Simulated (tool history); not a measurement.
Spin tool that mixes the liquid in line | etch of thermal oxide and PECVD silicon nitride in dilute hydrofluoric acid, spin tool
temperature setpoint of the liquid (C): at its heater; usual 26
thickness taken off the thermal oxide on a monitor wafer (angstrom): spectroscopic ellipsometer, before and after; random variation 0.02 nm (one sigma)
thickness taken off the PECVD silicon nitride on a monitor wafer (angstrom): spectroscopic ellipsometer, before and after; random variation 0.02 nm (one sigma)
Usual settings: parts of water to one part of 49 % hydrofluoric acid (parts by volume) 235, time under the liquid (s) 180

run,hour,temperature setpoint of the liquid (C),parts of water to one part of 49 % hydrofluoric acid (parts by volume),time under the liquid (s),wafers since the last listed run,hours since the thermometer was replaced,hours since the hydrofluoric acid flow meter was replaced,hours since the gauge calibration,"read-back film thickness of the thermal oxide reference wafer, read on the same gauge (nm)","read-back film thickness of the PECVD silicon nitride reference wafer, read on the same gauge (nm)",thickness taken off the thermal oxide on a monitor wafer (angstrom),thickness taken off the PECVD silicon nitride on a monitor wafer (angstrom)
1,0,26,235,180,0,1212.7,1497.6,131.7,49.994,109.97,33.98,26.73
2,28.4,26,235,265,154,1241.1,1526,160.1,49.994,110.009,50.64,40.56
3,42.6,26,235,180,77,1255.3,1540.2,174.3,50.014,110.007,33.82,27.15
# hour 56.1: hydrofluoric acid flow meter replaced
# hour 69.9: thermometer replaced
4,71.9,22.5,235,180,148,2,15.8,203.6,50.004,110.002,27.81,18.67
5,107.1,22.5,235,180,191,37.2,51,238.8,50.015,110.019,27.74,18.74
6,129.5,22.5,235,180,121,59.6,73.4,261.2,50.036,110.028,27.47,19.15
7,163.2,26,235,125,183,93.3,107.1,294.9,50.012,109.969,21.69,16.45
8,221.4,26,235,125,316,151.5,165.3,353.1,49.986,109.994,21.76,16.76
9,237.8,26,235,180,89,167.9,181.7,369.5,50.036,109.991,31.37,23.7
10,273.7,29,235,180,194,203.8,217.6,405.4,49.985,110.011,35.33,28.95
11,295.7,26,235,125,119,225.8,239.6,427.4,50.019,109.969,22.13,16.89
12,327.8,29.5,330,85,174,257.9,271.7,459.5,50.002,109.986,10.71,9.77
13,350.8,26,235,180,124,280.9,294.7,482.5,49.997,110.026,31.52,24.28
14,380.3,26,175,220,160,310.4,324.2,512,50.02,109.974,56.16,39.75
15,408.4,26,180,90,152,338.5,352.3,540.1,49.994,109.984,22.3,15.94

Forecast run 16:
# hour 432.7: gauge calibrated
16,440.8,22.5,235,180,175,370.9,384.7,8.1,?,?,?,?

Run 16 gave read-back film thickness of the thermal oxide reference wafer, read on the same gauge (nm) 49.997, read-back film thickness of the PECVD silicon nitride reference wafer, read on the same gauge (nm) 109.961, thickness taken off the thermal oxide on a monitor wafer (angstrom) 28.3, thickness taken off the PECVD silicon nitride on a monitor wafer (angstrom) 19.58.
Without the tool's hidden state the same run would have given thickness taken off the thermal oxide on a monitor wafer (angstrom) 27.63, thickness taken off the PECVD silicon nitride on a monitor wafer (angstrom) 18.78.
